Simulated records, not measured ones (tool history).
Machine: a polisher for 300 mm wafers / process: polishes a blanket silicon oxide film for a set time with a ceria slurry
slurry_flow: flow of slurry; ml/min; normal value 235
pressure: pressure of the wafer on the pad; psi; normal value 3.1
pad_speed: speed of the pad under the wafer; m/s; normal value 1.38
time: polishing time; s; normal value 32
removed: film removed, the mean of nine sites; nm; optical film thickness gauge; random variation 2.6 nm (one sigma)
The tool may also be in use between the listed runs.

run    day  slurry_flow  pressure  pad_speed  time  wafers since the last listed run  wafers polished on this pad  hours since the slurry nozzle was cleaned  hours since the head pressure was calibrated  incoming thickness of the incoming film, nm  removed
  1      0          235       3.1       1.38    32                                 0                         1194                                      359.1                                         562.4                                       1548.9    166.8
     0.525  -- worn pad replaced by a new one
  2  0.717          235       3.1       1.38    32                               104                           36                                      376.3                                         579.6                                       1567.9    185.1
  3  0.967          235       3.1       1.38    32                                47                           83                                      382.3                                         585.6                                       1558.9    184.8
  4  1.521          270       3.1       1.38    32                               105                          189                                      395.6                                         598.9                                       1584.6    183.4
  5    2.2          270       3.1       1.38    32                               129                          318                                      411.9                                         615.2                                       1545.3    184.7
  6  2.646          270       3.1       1.38    32                                84                          403                                      422.6                                         625.9                                       1592.3    181.8
  7  3.071          235       3.1       1.38    32                                80                          483                                      432.8                                         636.1                                       1558.7    180.4
  8  3.438          235       3.1       1.38    32                                69                          553                                      441.6                                         644.9                                         1599    176.9
  9  4.062          235       3.1       1.38    28                               118                          672                                      456.6                                         659.9                                       1573.8    151.1
     4.917  -- head pressure recalibrated
     5.371  -- slurry nozzle cleaned
 10  5.979          200       3.1       1.38    32                               340                         1013                                       14.6                                          25.5                                       1562.2    167.8
 11  6.292          235       3.9       1.38    26                                59                         1072                                       22.1                                            33                                       1561.3    164.5
     7.017  -- worn pad replaced by a new one, of another model than before
 12  7.038          235       3.1       1.38    32                               110                            3                                         40                                          50.9                                       1548.6    186.3
 13    7.6          235       2.1       1.38    32                               106                          110                                       53.5                                          64.4                                       1538.8    154.3
 14  7.958          190       3.1       1.14    26                                68                          179                                       62.1                                            73                                       1590.1    132.9
 15  9.562          235       2.2       1.14    38                               305                          484                                      100.6                                         111.5                                       1567.9    165.9
 16  9.954          235       3.1       1.38    32                                74                          558                                        110                                         120.9                                       1559.9    174.9

Consider 5 possible next runs. They are alternatives, not a sequence: every one starts from the tool as it was left by run 16. What does each give?
  A  9.971          235       3.1       1.38    26                                 3                          561                                      110.4                                         121.3                                       1576.6        ?
  B  9.971          235       2.5       1.38    32                                 3                          561                                      110.4                                         121.3                                       1576.6        ?
  C  9.971          235       2.6       1.38    40                                 3                          561                                      110.4                                         121.3                                       1576.6        ?
  D  9.971          235       2.4        1.6    32                                 3                          561                                      110.4                                         121.3                                       1576.6        ?
  E  9.971          235       3.9       1.02    32                                 3                          561                                      110.4                                         121.3                                       1576.6        ?

run  removed
  A    145.7
  B    162.7
  C    206.8
  D    172.4
  E    175.7
What these runs would have given with no unlogged condition in the tool:
run  removed
  A    155.5
  B    173.6
  C    220.7
  D      184
  E    187.5
